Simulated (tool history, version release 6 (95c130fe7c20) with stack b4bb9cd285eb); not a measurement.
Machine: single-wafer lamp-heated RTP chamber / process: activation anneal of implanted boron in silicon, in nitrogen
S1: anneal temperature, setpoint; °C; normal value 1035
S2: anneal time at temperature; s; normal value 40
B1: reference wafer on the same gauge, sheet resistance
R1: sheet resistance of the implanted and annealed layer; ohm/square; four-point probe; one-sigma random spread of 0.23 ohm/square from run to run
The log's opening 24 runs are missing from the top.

run 25 day=76.025 | S1=1035 S2=40 | B1=166.98 | R1=150.21
run 26 day=77.638 | S1=1009 S2=40 | B1=166.98 | R1=152.52
run 27 day=79.179 | S1=1050 S2=22 | B1=166.98 | R1=150.79
run 28 day=82.858 | S1=1054 S2=40 | B1=166.98 | R1=148.61
run 29 day=87.029 | S1=1035 S2=40 | B1=166.98 | R1=150.18
-- day=87.612 reflector plate cleaned
-- day=89.917 gauge calibrated
run 30 day=90.683 | S1=1042 S2=40 | B1=167.05 | R1=149.42
run 31 day=92.558 | S1=1050 S2=61 | B1=167.07 | R1=147.55
-- day=95.167 pyrometer window cleaned and pyrometer calibrated
run 32 day=104.754 | S1=1063 S2=28 | B1=166.99 | R1=149.8
run 33 day=108.383 | S1=1063 S2=20 | B1=167.07 | R1=150.21
run 34 day=112.733 | S1=1057 S2=29 | B1=166.94 | R1=149.23
-- day=119.917 reflector plate cleaned
run 35 day=120.85 | S1=1014 S2=26 | B1=167.01 | R1=151.77
run 36 day=122.625 | S1=1065 S2=26 | B1=167.02 | R1=149.65

Consider 4 possible next runs. They are alternatives, not a sequence: every one starts from the tool as it was left by run 36. What does each give?
run A day=122.642 | S1=1035 S2=40 | B1=? | R1=?
run B day=122.642 | S1=1035 S2=54 | B1=? | R1=?
run C day=122.642 | S1=1035 S2=64 | B1=? | R1=?
run D day=122.642 | S1=1017 S2=28 | B1=? | R1=?

run=A B1=166.96 R1=149.61
run=B B1=166.96 R1=148.86
run=C B1=166.96 R1=148.39
run=D B1=166.96 R1=151.48
Stripped of hidden state, with their random variation kept, the same runs would have yielded:
run=A R1=150.34
run=B R1=149.63
run=C R1=149.19
run=D R1=152.62
